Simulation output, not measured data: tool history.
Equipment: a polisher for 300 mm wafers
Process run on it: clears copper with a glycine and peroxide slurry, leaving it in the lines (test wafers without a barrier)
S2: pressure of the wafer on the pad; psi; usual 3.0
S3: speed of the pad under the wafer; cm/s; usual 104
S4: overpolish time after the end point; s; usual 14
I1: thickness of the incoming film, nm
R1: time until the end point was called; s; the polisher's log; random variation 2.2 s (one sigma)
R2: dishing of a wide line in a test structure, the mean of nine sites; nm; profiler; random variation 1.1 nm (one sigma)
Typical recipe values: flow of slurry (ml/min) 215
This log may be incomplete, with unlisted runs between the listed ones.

Run 1, hour 0.0: usual settings but flow of slurry (ml/min) 255; I1 572.4. Result: R1 129.7 s, R2 48.1 nm.
At hour 18.4: worn pad replaced by a new one.
Run 2, hour 35.1: usual settings but S3 92 cm/s; I1 570.2. Result: R1 150.0 s, R2 42.6 nm.
Run 3, hour 59.8: usual settings but S3 92 cm/s; I1 571.9. Result: R1 147.0 s, R2 42.6 nm.
Run 4, hour 72.3: usual settings but S2 2.2 psi; I1 566.8. Result: R1 167.5 s, R2 38.1 nm.
Run 5, hour 94.1: usual settings but S2 2.2 psi; I1 562.2. Result: R1 168.1 s, R2 36.0 nm.
Run 6, hour 129.4: usual settings but S2 3.8 psi; I1 570.0. Result: R1 113.1 s, R2 56.2 nm.
Run 7, hour 222.9: usual settings but S2 3.8 psi; I1 565.6. Result: R1 104.9 s, R2 56.8 nm.
Run 8, hour 240.2: usual settings but S2 3.8 psi; I1 575.5. Result: R1 111.2 s, R2 54.5 nm.
At hour 254.4: worn pad replaced by a new one.
At hour 296.1: slurry nozzle cleaned.
Run 9, hour 326.1: usual settings; I1 567.0. Result: R1 131.7 s, R2 44.7 nm.
At hour 330.3: head pressure recalibrated.
Run 10, hour 355.5: usual settings; I1 572.5. Result: R1 121.7 s, R2 51.5 nm.
Run 11, hour 374.1: usual settings; I1 564.0. Result: R1 120.9 s, R2 50.6 nm.
Run 12, hour 390.6: usual settings; I1 565.8. Result: R1 123.5 s, R2 50.2 nm.
Run 13, hour 420.1: usual settings; I1 573.5. Result: R1 122.7 s, R2 50.1 nm.
Run 14, hour 438.7: usual settings; I1 574.0. Result: R1 122.9 s, R2 49.9 nm.
At hour 471.3: worn pad replaced by a new one.
Run 15, hour 471.8: usual settings but flow of slurry (ml/min) 250, S2 3.5 psi; I1 573.6. Result: R1 110.3 s, R2 57.1 nm.
Run 16, hour 503.8: usual settings but flow of slurry (ml/min) 285, S2 3.9 psi, S3 114 cm/s, S4 6 s; I1 571.2. Result: R1 90.3 s, R2 31.4 nm.
Run 17, hour 523.0: usual settings but S2 4.0 psi, S3 130 cm/s; I1 572.1. Result: R1 83.8 s, R2 67.5 nm.
Run 18, hour 541.0: usual settings; I1 565.6. Result: R1 125.8 s, R2 49.3 nm.
Run 19, hour 562.6: usual settings; I1 566.1. Result: R1 121.6 s, R2 48.3 nm.
Run 20, hour 598.2: usual settings; I1 575.0. Result: R1 131.6 s, R2 48.9 nm.
Run 21, hour 630.6: usual settings; I1 571.2. Result: R1 128.8 s, R2 46.9 nm.
Run 22, hour 650.3: usual settings but S2 3.7 psi, S4 18 s; I1 579.9. Result: R1 110.0 s, R2 67.2 nm.
At hour 668.1: slurry nozzle cleaned.
Run 23, hour 676.1: usual settings; I1 579.3. Result: R1 132.1 s, R2 47.0 nm.
At hour 708.2: worn pad replaced by a new one.
Run 24, hour 738.6: usual settings but S2 3.5 psi, S3 128 cm/s; I1 560.4. Result: R1 91.7 s, R2 60.3 nm.
Run 25, hour 763.8: usual settings; I1 563.2. Result: R1 129.4 s, R2 47.1 nm.
Run 26, hour 797.5: usual settings but flow of slurry (ml/min) 185, S2 4.0 psi, S4 9 s; I1 575.2. Result: R1 103.9 s, R2 40.4 nm.
Run 27, hour 833.1: usual settings but S3 76 cm/s, S4 19 s; I1 562.8. Result: R1 162.2 s, R2 50.1 nm.
Run 28, hour 868.5: usual settings but S2 2.1 psi; I1 573.3. Result: R1 171.3 s, R2 37.6 nm.
At hour 892.5: worn pad replaced by a new one.
Run 29, hour 901.8: usual settings but S2 4.0 psi; I1 568.4. Result: R1 101.6 s, R2 60.1 nm.
Run 30, hour 926.6: usual settings but flow of slurry (ml/min) 285; I1 571.1. Result: R1 129.8 s, R2 48.6 nm.
Run 31, hour 952.8: usual settings but S2 2.2 psi, S4 21 s; I1 577.3. Result: R1 172.7 s, R2 51.0 nm.
Run 32, hour 967.3: usual settings but S2 2.4 psi, S3 132 cm/s; I1 572.9. Result: R1 132.2 s, R2 46.6 nm.
Run 33, hour 1002.2: usual settings; I1 579.8. Result: R1 136.2 s, R2 46.5 nm.

Forecast each of these 5 alternatives for the next run:
Run A, hour 1002.7: usual settings; I1 568.5. Result: R1 ?, R2 ?.
Run B, hour 1002.7: usual settings but flow of slurry (ml/min) 285, S2 2.2 psi, S3 116 cm/s; I1 568.5. Result: R1 ?, R2 ?.
Run C, hour 1002.7: usual settings but S2 2.0 psi; I1 568.5. Result: R1 ?, R2 ?.
Run D, hour 1002.7: usual settings but flow of slurry (ml/min) 150, S3 136 cm/s; I1 568.5. Result: R1 ?, R2 ?.
Run E, hour 1002.7: usual settings but flow of slurry (ml/min) 170, S2 2.1 psi, S3 68 cm/s; I1 568.5. Result: R1 ?, R2 ?.

run     R1    R2
  A  131.2  46.2
  B  149.4  40.9
  C  180.9  34.7
  D  111.2  52.5
  E  245.9  26.8
With the hidden condition removed and each run's random variation left untouched, the same runs would have given:
run     R1    R2
  A  118.4  50.5
  B  135.3  44.6
  C  164.5  37.8
  D   99.9  57.5
  E  225.6  29.0
